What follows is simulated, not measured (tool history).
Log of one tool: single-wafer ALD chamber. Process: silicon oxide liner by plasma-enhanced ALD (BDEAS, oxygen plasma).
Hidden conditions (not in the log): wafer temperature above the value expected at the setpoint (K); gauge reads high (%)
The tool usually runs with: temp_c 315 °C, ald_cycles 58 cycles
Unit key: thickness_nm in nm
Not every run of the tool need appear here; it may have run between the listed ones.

run,hour,temp_c,ald_cycles,wafers since the last listed run,hours since the last thermocouple change,hours since the gauge calibration,"read-back reference wafer on the same gauge, thickness_nm",thickness_nm
1,0,310,58,0,1485.4,124.5,5.814,5.384
2,13.8,315,61,104,1499.2,138.3,5.805,5.601
3,26.5,315,58,95,1511.9,151,5.809,5.347
4,38.6,315,58,91,1524,163.1,5.805,5.329
5,52.9,315,58,108,1538.3,177.4,5.81,5.347
6,59.4,315,54,49,1544.8,183.9,5.805,4.983
7,70.8,315,66,86,1556.2,195.3,5.808,6.05
8,78.2,315,66,55,1563.6,202.7,5.814,6.083
9,92.4,315,58,107,1577.8,216.9,5.809,5.345
10,102.6,315,58,77,1588,227.1,5.809,5.34
11,109.3,324,63,50,1594.7,233.8,5.813,5.729
12,116.4,315,58,53,1601.8,240.9,5.811,5.341
13,123.5,319,50,53,1608.9,248,5.807,4.584
# hour 125.2: gauge calibrated
14,136.8,307,47,100,1622.2,11.6,5.81,4.383
# hour 150.9: thermocouple changed; heater temperature recalibrated
15,151.2,306,48,48,0.3,26,5.812,4.488
16,161,315,58,74,10.1,35.8,5.811,5.326
17,169.9,315,53,67,19,44.7,5.813,4.873
18,178.1,322,70,61,27.2,52.9,5.813,6.413
19,195.5,315,58,131,44.6,70.3,5.804,5.351
20,203.1,302,58,57,52.2,77.9,5.816,5.416
21,218.9,315,49,119,68,93.7,5.809,4.493

State the hidden condition of the tool at each of the runs:
wafer temperature above the value expected at the setpoint (K): 0 in every run
gauge reads high (%): 0 in every run
